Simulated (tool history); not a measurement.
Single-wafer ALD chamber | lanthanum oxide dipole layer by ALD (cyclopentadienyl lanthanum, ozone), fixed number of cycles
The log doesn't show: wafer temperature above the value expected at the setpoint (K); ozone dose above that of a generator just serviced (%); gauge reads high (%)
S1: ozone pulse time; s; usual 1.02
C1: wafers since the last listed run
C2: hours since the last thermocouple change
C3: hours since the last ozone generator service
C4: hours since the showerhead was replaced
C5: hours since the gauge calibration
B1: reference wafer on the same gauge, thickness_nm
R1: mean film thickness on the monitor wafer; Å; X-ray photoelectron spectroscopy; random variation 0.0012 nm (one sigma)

run,hour,S1,C1,C2,C3,C4,C5,B1,R1
1,0,1.02,0,969.2,1575.1,3894.9,82,0.457,4.21
2,9.5,1.02,163,978.7,1584.6,3904.4,91.5,0.457,4.22
3,27.2,1.02,304,996.4,1602.3,3922.1,109.2,0.457,4.21
4,44.6,0.87,299,1013.8,1619.7,3939.5,126.6,0.457,3.71
5,65.9,0.87,366,1035.1,1641,3960.8,147.9,0.457,3.66
6,73.8,0.87,136,1043,1648.9,3968.7,155.8,0.457,3.66
# hour 91.1: showerhead replaced
7,91.6,0.81,168,1060.8,1666.7,0.5,173.6,0.457,3.39
8,104.2,0.81,216,1073.4,1679.3,13.1,186.2,0.457,3.39
9,121,0.81,289,1090.2,1696.1,29.9,203,0.457,3.37
# hour 135.2: thermocouple changed; heater temperature recalibrated
10,135.7,1.02,115,0.5,1710.8,44.6,217.7,0.457,4.11
# hour 155.8: ozone generator serviced
11,156.3,1.02,216,21.1,0.5,65.2,238.3,0.457,4.81
12,160.7,1.31,75,25.5,4.9,69.6,242.7,0.457,5.24
13,168.8,1.14,139,33.6,13,77.7,250.8,0.457,5.04
14,182,1.02,227,46.8,26.2,90.9,264,0.457,4.82
15,191.2,1.16,158,56,35.4,100.1,273.2,0.457,5.07
16,200.4,0.89,158,65.2,44.6,109.3,282.4,0.457,4.47
17,206.9,1.32,111,71.7,51.1,115.8,288.9,0.458,5.23
# hour 218: gauge calibrated
18,226.9,0.64,344,91.7,71.1,135.8,8.9,0.457,3.26
19,240.3,0.63,230,105.1,84.5,149.2,22.3,0.457,3.19
20,254.3,1.31,241,119.1,98.5,163.2,36.3,0.457,5.24
21,264.9,0.83,182,129.7,109.1,173.8,46.9,0.457,4.24
22,275.2,1.02,177,140,119.4,184.1,57.2,0.457,4.83
23,290.1,1.34,256,154.9,134.3,199,72.1,0.457,5.27
24,302.5,1.02,213,167.3,146.7,211.4,84.5,0.457,4.8

The same runs without the tool's hidden state, with the same run-to-run variation:
run,R1
1,4.8
2,4.82
3,4.83
4,4.43
5,4.39
6,4.4
7,4.17
8,4.19
9,4.18
10,4.83
11,4.82
12,5.24
13,5.04
14,4.82
15,5.07
16,4.47
17,5.23
18,3.26
19,3.2
20,5.25
21,4.25
22,4.83
23,5.28
24,4.8
